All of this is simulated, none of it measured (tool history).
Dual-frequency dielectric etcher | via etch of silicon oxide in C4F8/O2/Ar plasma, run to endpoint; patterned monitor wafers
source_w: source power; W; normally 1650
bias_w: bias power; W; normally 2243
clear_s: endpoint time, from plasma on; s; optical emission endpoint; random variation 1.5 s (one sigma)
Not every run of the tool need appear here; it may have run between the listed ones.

run,hour,source_w,bias_w,"incoming incoming film thickness, nm",clear_s
1,0,1650,2243,1418.8,277.3
2,73.8,1650,2243,1421.9,276.1
# hour 173.5: wet clean of the chamber
3,174,1650,2243,1419.2,291
4,234.7,1650,2243,1421.6,289.4
5,315.7,1650,2243,1425.6,285.6
6,383.8,1960,2243,1419.1,264.5
7,443.3,1960,2243,1414.6,259.8
8,526.8,1960,2243,1419.6,254.4
# hour 597.6: wet clean of the chamber
9,598.1,1650,2243,1421.6,289.1
10,658.8,1440,2439,1419.5,293.3
# hour 705.2: upper electrode replaced
11,727.3,1650,2243,1398,279.7
12,788.9,1320,2243,1410.8,305.8
13,869.3,1650,2243,1417.3,278.4
# hour 964.3: wet clean of the chamber
# hour 975.7: source power generator calibrated
14,976.2,1510,2694,1429.2,279.8
# hour 1058.1: bias power generator calibrated
15,1274.3,1460,2459,1413.6,280.3
# hour 1322.3: wet clean of the chamber
16,1322.8,1490,2602,1415.2,279.6
17,1365.9,1840,1925,1422.5,292.3
18,1452.9,1540,1824,1422.2,320.4

Consider 3 possible next runs. They are alternatives, not a sequence: every one starts from the tool as it was left by run 18. What does each give?
A,1453.4,1990,2243,1420.3,?
B,1453.4,1410,1688,1420.3,?
C,1453.4,1650,2485,1420.3,?

run,clear_s
A,262.3
B,342.5
C,271.5
Had the tool no hidden state, the same runs would have come out as:
run,clear_s
A,267.2
B,348.9
C,276.6
